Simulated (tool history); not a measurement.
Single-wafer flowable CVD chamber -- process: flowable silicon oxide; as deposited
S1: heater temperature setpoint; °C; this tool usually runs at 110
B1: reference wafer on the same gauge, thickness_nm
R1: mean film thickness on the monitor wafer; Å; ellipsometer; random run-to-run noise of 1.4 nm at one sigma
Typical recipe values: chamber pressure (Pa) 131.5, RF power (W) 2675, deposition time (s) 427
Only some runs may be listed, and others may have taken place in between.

{"run": 1, "hour": 0.0, "S1": 101, "chamber pressure (Pa)": 131.5, "RF power (W)": 2675, "deposition time (s)": 427, "B1": 213.758, "R1": 3375.94}
{"run": 2, "hour": 18.1, "S1": 101, "chamber pressure (Pa)": 131.5, "RF power (W)": 2675, "deposition time (s)": 427, "B1": 213.457, "R1": 3349.33}
{"run": 3, "hour": 51.9, "S1": 101, "chamber pressure (Pa)": 131.5, "RF power (W)": 2675, "deposition time (s)": 427, "B1": 214.249, "R1": 3314.88}
{"run": 4, "hour": 84.5, "S1": 110, "chamber pressure (Pa)": 131.5, "RF power (W)": 2675, "deposition time (s)": 427, "B1": 213.915, "R1": 2386.87}
{"run": 5, "hour": 110.0, "S1": 110, "chamber pressure (Pa)": 131.5, "RF power (W)": 2675, "deposition time (s)": 427, "B1": 213.799, "R1": 2367.33}
{"run": 6, "hour": 137.8, "S1": 110, "chamber pressure (Pa)": 131.5, "RF power (W)": 2675, "deposition time (s)": 427, "B1": 214.408, "R1": 2335.72}
{"run": 7, "hour": 164.7, "S1": 110, "chamber pressure (Pa)": 131.5, "RF power (W)": 2675, "deposition time (s)": 427, "B1": 214.043, "R1": 2338.33}
{"hour": 178.3, "done": "showerhead replaced"}
{"run": 8, "hour": 198.2, "S1": 110, "chamber pressure (Pa)": 131.5, "RF power (W)": 2675, "deposition time (s)": 427, "B1": 214.493, "R1": 2359.86}
{"run": 9, "hour": 213.9, "S1": 110, "chamber pressure (Pa)": 131.5, "RF power (W)": 2675, "deposition time (s)": 362, "B1": 213.812, "R1": 1957.7}
{"run": 10, "hour": 247.6, "S1": 106, "chamber pressure (Pa)": 131.5, "RF power (W)": 2305, "deposition time (s)": 427, "B1": 214.408, "R1": 2632.07}
{"run": 11, "hour": 267.1, "S1": 110, "chamber pressure (Pa)": 131.5, "RF power (W)": 2675, "deposition time (s)": 427, "B1": 213.798, "R1": 2331.23}
{"run": 12, "hour": 279.6, "S1": 110, "chamber pressure (Pa)": 131.5, "RF power (W)": 2675, "deposition time (s)": 427, "B1": 214.251, "R1": 2283.07}
{"hour": 288.1, "done": "thermocouple changed; heater temperature recalibrated"}
{"run": 13, "hour": 295.1, "S1": 110, "chamber pressure (Pa)": 131.5, "RF power (W)": 2675, "deposition time (s)": 427, "B1": 214.293, "R1": 2594.11}
{"run": 14, "hour": 328.2, "S1": 110, "chamber pressure (Pa)": 141.1, "RF power (W)": 2165, "deposition time (s)": 427, "B1": 214.1, "R1": 2723.78}
{"run": 15, "hour": 362.7, "S1": 110, "chamber pressure (Pa)": 131.5, "RF power (W)": 2675, "deposition time (s)": 427, "B1": 214.362, "R1": 2596.73}
{"run": 16, "hour": 375.2, "S1": 110, "chamber pressure (Pa)": 131.5, "RF power (W)": 2675, "deposition time (s)": 427, "B1": 213.879, "R1": 2583.27}
{"hour": 394.8, "done": "gauge calibrated"}
{"run": 17, "hour": 400.8, "S1": 110, "chamber pressure (Pa)": 113.1, "RF power (W)": 2345, "deposition time (s)": 384, "B1": 213.569, "R1": 1972.14}
{"run": 18, "hour": 428.5, "S1": 110, "chamber pressure (Pa)": 107.3, "RF power (W)": 2505, "deposition time (s)": 427, "B1": 214.442, "R1": 2110.58}
{"run": 19, "hour": 462.6, "S1": 110, "chamber pressure (Pa)": 131.5, "RF power (W)": 2400, "deposition time (s)": 427, "B1": 214.288, "R1": 2558.56}
{"hour": 490.5, "done": "RF generator calibrated"}
{"run": 20, "hour": 491.0, "S1": 115, "chamber pressure (Pa)": 131.5, "RF power (W)": 2845, "deposition time (s)": 427, "B1": 214.078, "R1": 2188.64}
{"hour": 519.9, "done": "capacitance manometer re-zeroed and calibrated"}
{"run": 21, "hour": 520.4, "S1": 110, "chamber pressure (Pa)": 111.1, "RF power (W)": 2675, "deposition time (s)": 427, "B1": 214.356, "R1": 2198.85}
{"run": 22, "hour": 532.7, "S1": 99, "chamber pressure (Pa)": 161.7, "RF power (W)": 3030, "deposition time (s)": 374, "B1": 214.144, "R1": 4238.81}
{"run": 23, "hour": 546.7, "S1": 110, "chamber pressure (Pa)": 131.5, "RF power (W)": 2675, "deposition time (s)": 427, "B1": 213.601, "R1": 2624.08}
{"run": 24, "hour": 561.9, "S1": 110, "chamber pressure (Pa)": 131.5, "RF power (W)": 2675, "deposition time (s)": 427, "B1": 214.081, "R1": 2575.39}
{"run": 25, "hour": 576.3, "S1": 110, "chamber pressure (Pa)": 131.5, "RF power (W)": 2675, "deposition time (s)": 427, "B1": 213.85, "R1": 2583.96}
{"run": 26, "hour": 588.5, "S1": 110, "chamber pressure (Pa)": 156.9, "RF power (W)": 2675, "deposition time (s)": 427, "B1": 213.664, "R1": 3069.73}
{"run": 27, "hour": 631.8, "S1": 120, "chamber pressure (Pa)": 131.5, "RF power (W)": 2675, "deposition time (s)": 372, "B1": 213.697, "R1": 1588.26}
{"run": 28, "hour": 664.2, "S1": 100, "chamber pressure (Pa)": 149.2, "RF power (W)": 2675, "deposition time (s)": 355, "B1": 213.916, "R1": 3543.69}
{"run": 29, "hour": 687.5, "S1": 110, "chamber pressure (Pa)": 148.4, "RF power (W)": 3015, "deposition time (s)": 427, "B1": 213.98, "R1": 2916.37}

Measured result minus the same run's result without the hidden state. Both carry the same run-to-run variation, though not necessarily the same gauge scatter:
The tool's hidden condition here consists of: wafer temperature above the value expected at the setpoint (K); delivered RF power above the setpoint (%); true pressure above the setpoint (%); gauge reads high (%).
run=1 R1=-240.33
run=2 R1=-247.48
run=3 R1=-262.11
run=4 R1=-186.34
run=5 R1=-193.86
run=6 R1=-201.25
run=7 R1=-211.40
run=8 R1=-226.18
run=9 R1=-192.74
run=10 R1=-288.73
run=11 R1=-250.74
run=12 R1=-250.60
run=13 R1=+41.54
run=14 R1=+43.35
run=15 R1=+40.71
run=16 R1=+40.18
run=17 R1=+30.06
run=18 R1=+31.26
run=19 R1=+36.22
run=20 R1=+27.98
run=21 R1=+27.97
run=22 R1=+52.82
run=23 R1=+31.31
run=24 R1=+29.45
run=25 R1=+28.27
run=26 R1=+32.23
run=27 R1=+11.65
run=28 R1=+26.13
run=29 R1=+18.22
